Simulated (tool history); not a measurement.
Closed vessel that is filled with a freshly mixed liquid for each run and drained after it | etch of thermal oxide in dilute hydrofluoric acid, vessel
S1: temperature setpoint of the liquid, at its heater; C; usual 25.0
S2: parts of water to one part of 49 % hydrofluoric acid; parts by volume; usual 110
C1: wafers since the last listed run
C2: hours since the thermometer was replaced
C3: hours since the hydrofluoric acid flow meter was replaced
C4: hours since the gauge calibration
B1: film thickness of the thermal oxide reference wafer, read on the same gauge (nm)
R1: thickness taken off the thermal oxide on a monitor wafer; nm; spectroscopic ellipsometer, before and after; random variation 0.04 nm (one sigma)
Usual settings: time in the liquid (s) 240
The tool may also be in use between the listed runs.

Run 1, hour 0.0: usual settings; C1 0; C2 2052.4; C3 572.0; C4 1910.6; B1 80.00. Result: R1 10.11 nm.
Run 2, hour 45.7: usual settings; C1 4653; C2 2098.1; C3 617.7; C4 1956.3; B1 80.00. Result: R1 10.07 nm.
Run 3, hour 92.2: usual settings; C1 4734; C2 2144.6; C3 664.2; C4 2002.8; B1 80.00. Result: R1 10.06 nm.
Run 4, hour 129.2: usual settings but S2 100 parts by volume; C1 3767; C2 2181.6; C3 701.2; C4 2039.8; B1 80.02. Result: R1 11.20 nm.
Run 5, hour 160.7: usual settings; C1 3207; C2 2213.1; C3 732.7; C4 2071.3; B1 79.98. Result: R1 10.08 nm.
At hour 161.9: hydrofluoric acid flow meter replaced.
Run 6, hour 198.4: usual settings; C1 3736; C2 2250.8; C3 36.5; C4 2109.0; B1 80.01. Result: R1 10.27 nm.
Run 7, hour 236.5: usual settings; C1 3879; C2 2288.9; C3 74.6; C4 2147.1; B1 80.00. Result: R1 10.24 nm.
At hour 271.8: gauge calibrated.
At hour 273.0: thermometer replaced.
Run 8, hour 293.6: usual settings; C1 5711; C2 20.6; C3 131.7; C4 21.8; B1 79.98. Result: R1 9.82 nm.
Run 9, hour 343.8: usual settings; C1 5111; C2 70.8; C3 181.9; C4 72.0; B1 79.99. Result: R1 9.78 nm.
Run 10, hour 400.8: usual settings but S1 22.0 C, S2 140 parts by volume, time in the liquid (s) 320; C1 5803; C2 127.8; C3 238.9; C4 129.0; B1 80.01. Result: R1 8.90 nm.
Run 11, hour 498.2: usual settings; C1 9916; C2 225.2; C3 336.3; C4 226.4; B1 80.01. Result: R1 9.77 nm.
Run 12, hour 553.8: usual settings but S1 21.0 C, time in the liquid (s) 105; C1 5661; C2 280.8; C3 391.9; C4 282.0; B1 79.99. Result: R1 3.67 nm.
Run 13, hour 589.7: usual settings but S1 20.5 C, S2 130 parts by volume; C1 3655; C2 316.7; C3 427.8; C4 317.9; B1 80.01. Result: R1 6.79 nm.
Run 14, hour 652.5: usual settings but S1 21.0 C, S2 150 parts by volume, time in the liquid (s) 280; C1 6394; C2 379.5; C3 490.6; C4 380.7; B1 79.99. Result: R1 6.81 nm.
Run 15, hour 702.0: usual settings but time in the liquid (s) 205; C1 5039; C2 429.0; C3 540.1; C4 430.2; B1 79.99. Result: R1 8.37 nm.
Run 16, hour 761.0: usual settings but S1 23.0 C, S2 140 parts by volume, time in the liquid (s) 290; C1 6007; C2 488.0; C3 599.1; C4 489.2; B1 80.00. Result: R1 8.23 nm.
Run 17, hour 797.6: usual settings but S1 23.0 C, S2 140 parts by volume, time in the liquid (s) 290; C1 3726; C2 524.6; C3 635.7; C4 525.8; B1 79.99. Result: R1 8.30 nm.
Run 18, hour 844.0: usual settings but S2 90 parts by volume; C1 4724; C2 571.0; C3 682.1; C4 572.2; B1 80.00. Result: R1 12.18 nm.
At hour 852.3: hydrofluoric acid flow meter replaced.
Run 19, hour 888.9: usual settings but S1 21.0 C, S2 130 parts by volume, time in the liquid (s) 370; C1 4469; C2 615.9; C3 36.6; C4 617.1; B1 80.01. Result: R1 10.84 nm.
Run 20, hour 953.4: usual settings but S2 130 parts by volume; C1 6567; C2 680.4; C3 101.1; C4 681.6; B1 80.00. Result: R1 8.16 nm.
Run 21, hour 984.4: usual settings but S2 95 parts by volume, time in the liquid (s) 160; C1 3156; C2 711.4; C3 132.1; C4 712.6; B1 80.00. Result: R1 7.78 nm.

Forecast run 22:
Run 22, hour 1012.4: usual settings; C1 2850; C2 739.4; C3 160.1; C4 740.6; B1 ?. Result: R1 ?.

B1: 80.00
R1: 9.93 nm
Without the tool's hidden state the same run would have given R1 9.77 nm.
